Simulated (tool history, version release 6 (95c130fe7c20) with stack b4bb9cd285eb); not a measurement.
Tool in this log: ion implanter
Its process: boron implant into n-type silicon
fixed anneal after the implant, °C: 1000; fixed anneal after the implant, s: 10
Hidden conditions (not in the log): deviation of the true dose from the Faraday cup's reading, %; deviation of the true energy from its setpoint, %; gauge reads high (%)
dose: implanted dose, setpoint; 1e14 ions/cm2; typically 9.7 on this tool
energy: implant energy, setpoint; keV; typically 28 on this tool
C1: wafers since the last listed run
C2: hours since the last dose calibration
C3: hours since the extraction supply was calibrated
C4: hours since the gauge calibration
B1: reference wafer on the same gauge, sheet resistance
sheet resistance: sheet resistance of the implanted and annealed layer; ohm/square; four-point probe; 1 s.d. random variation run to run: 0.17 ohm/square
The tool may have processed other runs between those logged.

Run 1, hour 0: usual settings but energy 34.5 keV; C1 0; C2 1494.1; C3 1914; C4 146.7; B1 121.97. Result: sheet resistance 115.96 ohm/square.
Run 2, hour 7.4: usual settings but energy 22 keV; C1 215; C2 1501.5; C3 1921.4; C4 154.1; B1 121.99. Result: sheet resistance 120.12 ohm/square.
Run 3, hour 13.6: usual settings but dose 11.84 1e14 ions/cm2; C1 180; C2 1507.7; C3 1927.6; C4 160.3; B1 122.01. Result: sheet resistance 100.33 ohm/square.
Run 4, hour 22.8: usual settings but dose 11.84 1e14 ions/cm2; C1 267; C2 1516.9; C3 1936.8; C4 169.5; B1 122.02. Result: sheet resistance 100.06 ohm/square.
Run 5, hour 32.6: usual settings but dose 8.61 1e14 ions/cm2; C1 284; C2 1526.7; C3 1946.6; C4 179.3; B1 122.01. Result: sheet resistance 129.7 ohm/square.
At hour 39: gauge calibrated.
Run 6, hour 43.2: usual settings but dose 8.61 1e14 ions/cm2; C1 308; C2 1537.3; C3 1957.2; C4 4.2; B1 122. Result: sheet resistance 129.92 ohm/square.
Run 7, hour 52.1: usual settings; C1 258; C2 1546.2; C3 1966.1; C4 13.1; B1 122.01. Result: sheet resistance 117.65 ohm/square.
Run 8, hour 69.7: usual settings; C1 511; C2 1563.8; C3 1983.7; C4 30.7; B1 122.01. Result: sheet resistance 117.75 ohm/square.
Run 9, hour 79.6: usual settings but dose 11.76 1e14 ions/cm2, energy 23 keV; C1 287; C2 1573.7; C3 1993.6; C4 40.6; B1 122.06. Result: sheet resistance 102.59 ohm/square.
Run 10, hour 92.2: usual settings but dose 11.76 1e14 ions/cm2, energy 23 keV; C1 366; C2 1586.3; C3 2006.2; C4 53.2; B1 121.98. Result: sheet resistance 102.79 ohm/square.
At hour 117.4: Faraday cup replaced and dose calibrated.
Run 11, hour 117.9: usual settings but dose 11.76 1e14 ions/cm2, energy 23 keV; C1 514; C2 0.5; C3 2031.9; C4 78.9; B1 122.02. Result: sheet resistance 99.59 ohm/square.
Run 12, hour 118.2: usual settings but dose 11.7 1e14 ions/cm2, energy 32 keV; C1 8; C2 0.8; C3 2032.2; C4 79.2; B1 122. Result: sheet resistance 97.29 ohm/square.
Run 13, hour 132.5: usual settings but dose 10.51 1e14 ions/cm2, energy 23.5 keV; C1 415; C2 15.1; C3 2046.5; C4 93.5; B1 122.01. Result: sheet resistance 107.98 ohm/square.
Run 14, hour 150.4: usual settings; C1 520; C2 33; C3 2064.4; C4 111.4; B1 121.98. Result: sheet resistance 114.09 ohm/square.
At hour 172.2: extraction supply calibrated.
Run 15, hour 172.7: usual settings; C1 415; C2 55.3; C3 0.5; C4 133.7; B1 121.97. Result: sheet resistance 113.85 ohm/square.
Run 16, hour 178.2: usual settings but dose 11.66 1e14 ions/cm2, energy 20.5 keV; C1 159; C2 60.8; C3 6; C4 139.2; B1 121.97. Result: sheet resistance 101.7 ohm/square.
Run 17, hour 190.1: usual settings but dose 11.27 1e14 ions/cm2; C1 345; C2 72.7; C3 17.9; C4 151.1; B1 122.04. Result: sheet resistance 101.11 ohm/square.
Run 18, hour 197.8: usual settings but energy 34.5 keV; C1 223; C2 80.4; C3 25.6; C4 158.8; B1 122.03. Result: sheet resistance 112.81 ohm/square.
Run 19, hour 214.4: usual settings but energy 33 keV; C1 482; C2 97; C3 42.2; C4 175.4; B1 121.97. Result: sheet resistance 112.68 ohm/square.
At hour 221: gauge calibrated.
Run 20, hour 226.3: usual settings but dose 7.88 1e14 ions/cm2, energy 33 keV; C1 345; C2 108.9; C3 54.1; C4 5.3; B1 121.98. Result: sheet resistance 134.02 ohm/square.
Run 21, hour 232.4: usual settings but energy 22 keV; C1 177; C2 115; C3 60.2; C4 11.4; B1 121.99. Result: sheet resistance 115.89 ohm/square.
Run 22, hour 250.4: usual settings; C1 523; C2 133; C3 78.2; C4 29.4; B1 121.99. Result: sheet resistance 113.76 ohm/square.
Run 23, hour 257.3: usual settings but dose 10.61 1e14 ions/cm2, energy 35.5 keV; C1 200; C2 139.9; C3 85.1; C4 36.3; B1 122.02. Result: sheet resistance 104.66 ohm/square.
Run 24, hour 264.8: usual settings but energy 35 keV; C1 217; C2 147.4; C3 92.6; C4 43.8; B1 122.06. Result: sheet resistance 112.21 ohm/square.
Run 25, hour 274.9: usual settings but dose 8.65 1e14 ions/cm2, energy 35 keV; C1 293; C2 157.5; C3 102.7; C4 53.9; B1 121.97. Result: sheet resistance 123.27 ohm/square.
Run 26, hour 283.4: usual settings but dose 11.76 1e14 ions/cm2, energy 23 keV; C1 247; C2 166; C3 111.2; C4 62.4; B1 121.98. Result: sheet resistance 99.32 ohm/square.
Run 27, hour 295.9: usual settings but dose 11.84 1e14 ions/cm2; C1 363; C2 178.5; C3 123.7; C4 74.9; B1 122.03. Result: sheet resistance 97.34 ohm/square.
Run 28, hour 309.6: usual settings; C1 398; C2 192.2; C3 137.4; C4 88.6; B1 122.01. Result: sheet resistance 114.04 ohm/square.
Run 29, hour 316.2: usual settings but dose 11.31 1e14 ions/cm2, energy 31.5 keV; C1 191; C2 198.8; C3 144; C4 95.2; B1 121.98. Result: sheet resistance 99.94 ohm/square.
Run 30, hour 327.8: usual settings but dose 6.86 1e14 ions/cm2, energy 36.5 keV; C1 337; C2 210.4; C3 155.6; C4 106.8; B1 122. Result: sheet resistance 148.96 ohm/square.

5 ways to go on from here, each from the tool as it stands after run 30. What would each give?
Run A, hour 328.2: usual settings but dose 12.41 1e14 ions/cm2; C1 11; C2 210.8; C3 156; C4 107.2; B1 ?. Result: sheet resistance ?.
Run B, hour 328.2: usual settings but dose 6.83 1e14 ions/cm2, energy 21 keV; C1 11; C2 210.8; C3 156; C4 107.2; B1 ?. Result: sheet resistance ?.
Run C, hour 328.2: usual settings but dose 7 1e14 ions/cm2, energy 36.5 keV; C1 11; C2 210.8; C3 156; C4 107.2; B1 ?. Result: sheet resistance ?.
Run D, hour 328.2: usual settings but dose 11.43 1e14 ions/cm2, energy 20 keV; C1 11; C2 210.8; C3 156; C4 107.2; B1 ?. Result: sheet resistance ?.
Run E, hour 328.2: usual settings but dose 8.89 1e14 ions/cm2, energy 36.5 keV; C1 11; C2 210.8; C3 156; C4 107.2; B1 ?. Result: sheet resistance ?.

run      B1  sheet resistance
  A  121.99             93.97
  B  121.99            156.29
  C  121.99            146.73
  D  121.99            103.45
  E  121.99            120.64
Without the tool's unlogged condition, the same runs would have read:
run  sheet resistance
  A             94.09
  B            156.51
  C            146.94
  D            103.57
  E             120.8

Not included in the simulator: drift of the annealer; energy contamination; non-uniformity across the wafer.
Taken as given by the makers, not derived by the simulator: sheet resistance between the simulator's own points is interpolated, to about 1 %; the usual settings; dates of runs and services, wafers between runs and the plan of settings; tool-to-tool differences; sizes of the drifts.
